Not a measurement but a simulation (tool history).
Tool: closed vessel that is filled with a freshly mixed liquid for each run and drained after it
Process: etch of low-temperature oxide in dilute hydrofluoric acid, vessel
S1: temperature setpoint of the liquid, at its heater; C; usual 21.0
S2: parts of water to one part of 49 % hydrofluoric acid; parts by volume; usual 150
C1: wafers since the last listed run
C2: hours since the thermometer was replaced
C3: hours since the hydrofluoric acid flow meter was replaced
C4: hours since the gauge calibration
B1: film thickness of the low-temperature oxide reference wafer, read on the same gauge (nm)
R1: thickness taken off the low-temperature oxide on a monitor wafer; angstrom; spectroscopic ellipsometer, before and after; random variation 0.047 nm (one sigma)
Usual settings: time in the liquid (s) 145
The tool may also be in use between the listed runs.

Run 1, hour 0.0: usual settings; C1 0; C2 1268.2; C3 509.5; C4 120.6; B1 139.97. Result: R1 134.6 angstrom.
Run 2, hour 8.4: usual settings; C1 933; C2 1276.6; C3 517.9; C4 129.0; B1 140.01. Result: R1 135.7 angstrom.
At hour 10.3: gauge calibrated.
Run 3, hour 19.5: usual settings; C1 1234; C2 1287.7; C3 529.0; C4 9.2; B1 140.02. Result: R1 134.3 angstrom.
Run 4, hour 35.5: usual settings; C1 1779; C2 1303.7; C3 545.0; C4 25.2; B1 140.01. Result: R1 134.9 angstrom.
Run 5, hour 51.7: usual settings; C1 1801; C2 1319.9; C3 561.2; C4 41.4; B1 140.00. Result: R1 134.6 angstrom.
Run 6, hour 59.7: usual settings; C1 889; C2 1327.9; C3 569.2; C4 49.4; B1 140.02. Result: R1 134.6 angstrom.
Run 7, hour 68.3: usual settings; C1 956; C2 1336.5; C3 577.8; C4 58.0; B1 140.01. Result: R1 133.7 angstrom.
Run 8, hour 76.0: usual settings; C1 856; C2 1344.2; C3 585.5; C4 65.7; B1 140.01. Result: R1 133.9 angstrom.
Run 9, hour 88.5: usual settings but S2 115 parts by volume, time in the liquid (s) 200; C1 1389; C2 1356.7; C3 598.0; C4 78.2; B1 140.00. Result: R1 250.1 angstrom.
Run 10, hour 104.0: usual settings but S2 115 parts by volume, time in the liquid (s) 200; C1 1723; C2 1372.2; C3 613.5; C4 93.7; B1 140.01. Result: R1 247.8 angstrom.
Run 11, hour 121.5: usual settings but S2 115 parts by volume, time in the liquid (s) 200; C1 1945; C2 1389.7; C3 631.0; C4 111.2; B1 139.99. Result: R1 248.3 angstrom.
At hour 127.0: thermometer replaced.
At hour 128.4: hydrofluoric acid flow meter replaced.
Run 12, hour 128.9: usual settings; C1 600; C2 1.9; C3 0.5; C4 118.6; B1 140.01. Result: R1 146.0 angstrom.
At hour 140.1: gauge calibrated.
Run 13, hour 140.2: usual settings; C1 1256; C2 13.2; C3 11.8; C4 0.1; B1 140.02. Result: R1 145.6 angstrom.
Run 14, hour 148.0: usual settings but S1 25.5 C, S2 85 parts by volume; C1 867; C2 21.0; C3 19.6; C4 7.9; B1 140.00. Result: R1 332.0 angstrom.
Run 15, hour 154.6: usual settings but S1 22.5 C, S2 205 parts by volume, time in the liquid (s) 120; C1 733; C2 27.6; C3 26.2; C4 14.5; B1 140.01. Result: R1 88.2 angstrom.
Run 16, hour 164.8: usual settings but S1 26.0 C, S2 115 parts by volume, time in the liquid (s) 120; C1 1134; C2 37.8; C3 36.4; C4 24.7; B1 139.99. Result: R1 197.4 angstrom.
Run 17, hour 175.3: usual settings; C1 1167; C2 48.3; C3 46.9; C4 35.2; B1 140.00. Result: R1 144.2 angstrom.
Run 18, hour 185.0: usual settings but S1 19.0 C, S2 210 parts by volume; C1 1078; C2 58.0; C3 56.6; C4 44.9; B1 140.03. Result: R1 89.6 angstrom.
Run 19, hour 197.4: usual settings but S1 22.5 C, S2 75 parts by volume, time in the liquid (s) 75; C1 1378; C2 70.4; C3 69.0; C4 57.3; B1 140.01. Result: R1 173.3 angstrom.
Run 20, hour 213.6: usual settings; C1 1801; C2 86.6; C3 85.2; C4 73.5; B1 140.00. Result: R1 144.5 angstrom.
Run 21, hour 220.8: usual settings but S1 18.0 C, S2 190 parts by volume, time in the liquid (s) 65; C1 800; C2 93.8; C3 92.4; C4 80.7; B1 140.02. Result: R1 43.5 angstrom.
Run 22, hour 231.0: usual settings but S1 24.5 C, time in the liquid (s) 185; C1 1134; C2 104.0; C3 102.6; C4 90.9; B1 139.98. Result: R1 210.7 angstrom.

4 ways to go on from here, each from the tool as it stands after run 22. What would each give?
Run A, hour 231.7: usual settings; C1 77; C2 104.7; C3 103.3; C4 91.6; B1 ?. Result: R1 ?.
Run B, hour 231.7: usual settings but S1 18.0 C, S2 115 parts by volume, time in the liquid (s) 205; C1 77; C2 104.7; C3 103.3; C4 91.6; B1 ?. Result: R1 ?.
Run C, hour 231.7: usual settings but S1 25.5 C, S2 125 parts by volume, time in the liquid (s) 205; C1 77; C2 104.7; C3 103.3; C4 91.6; B1 ?. Result: R1 ?.
Run D, hour 231.7: usual settings but S1 22.5 C, time in the liquid (s) 75; C1 77; C2 104.7; C3 103.3; C4 91.6; B1 ?. Result: R1 ?.

run      B1     R1
  A  139.99  143.9
  B  139.99  244.1
  C  139.99  299.3
  D  139.99   78.9
Without the tool's hidden state the same runs would have given:
run     R1
  A  146.9
  B  249.0
  C  305.5
  D   80.6

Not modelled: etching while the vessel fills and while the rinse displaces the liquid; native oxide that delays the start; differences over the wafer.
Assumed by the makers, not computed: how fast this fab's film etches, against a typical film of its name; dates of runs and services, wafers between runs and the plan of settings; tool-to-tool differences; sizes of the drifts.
